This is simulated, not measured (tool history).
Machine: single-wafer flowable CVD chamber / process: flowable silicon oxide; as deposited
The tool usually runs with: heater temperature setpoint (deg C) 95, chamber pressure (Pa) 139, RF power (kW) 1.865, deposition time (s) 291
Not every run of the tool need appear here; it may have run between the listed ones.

run	day	heater temperature setpoint (deg C)	chamber pressure (Pa)	RF power (kW)	deposition time (s)	read-back reference wafer on the same gauge, thickness_nm	mean film thickness on the monitor wafer (angstrom)
1	0.000	95	139	1.865	291	256.932	2744.96
2	0.312	95	139	1.975	291	257.382	2764.56
3	1.038	95	139	1.975	291	257.314	2750.65
4	1.321	95	139	1.865	291	257.210	2713.54
5	1.646	95	139	1.865	291	257.229	2741.57
# day 2.875: RF generator calibrated
# day 3.008: thermocouple changed; heater temperature recalibrated
6	3.375	95	145	1.985	291	257.203	2899.54
7	4.004	95	139	1.865	312	256.848	2925.45
8	4.658	95	139	2.160	291	256.949	2821.53
9	5.200	95	139	2.160	291	257.035	2819.88
# day 5.975: showerhead replaced
10	5.996	95	139	2.030	311	256.928	2944.94
# day 6.508: capacitance manometer re-zeroed and calibrated
11	6.529	95	139	1.865	291	257.025	2612.42
12	6.862	95	125	1.560	317	256.866	2433.89
13	7.508	82	139	1.865	239	257.067	3063.31
14	7.792	95	145	1.985	291	257.197	2750.48
15	8.308	95	112	2.055	291	256.602	2135.25
16	9.004	95	139	1.705	291	257.012	2521.03
# day 9.579: gauge calibrated
17	9.979	110	139	1.865	241	257.101	1390.06
# day 10.721: capacitance manometer re-zeroed and calibrated, repeated, since the last time left the tool worse
18	10.742	102	121	1.685	261	256.371	1798.86
19	11.150	91	139	1.865	261	257.084	2916.64
20	11.467	95	139	1.865	291	256.733	2876.34
21	11.950	95	139	1.865	291	256.913	2873.47
22	12.662	88	139	1.865	272	256.947	3277.95
23	13.171	95	139	1.865	291	256.796	2885.87

What will run 24 give?
24	14.733	95	139	1.705	291	?	?

read-back reference wafer on the same gauge, thickness_nm: 256.718
mean film thickness on the monitor wafer (angstrom): 2806.39
Were there no unlogged condition in the tool, this run, its random variation unchanged, would have produced mean film thickness on the monitor wafer (angstrom) 2826.28.
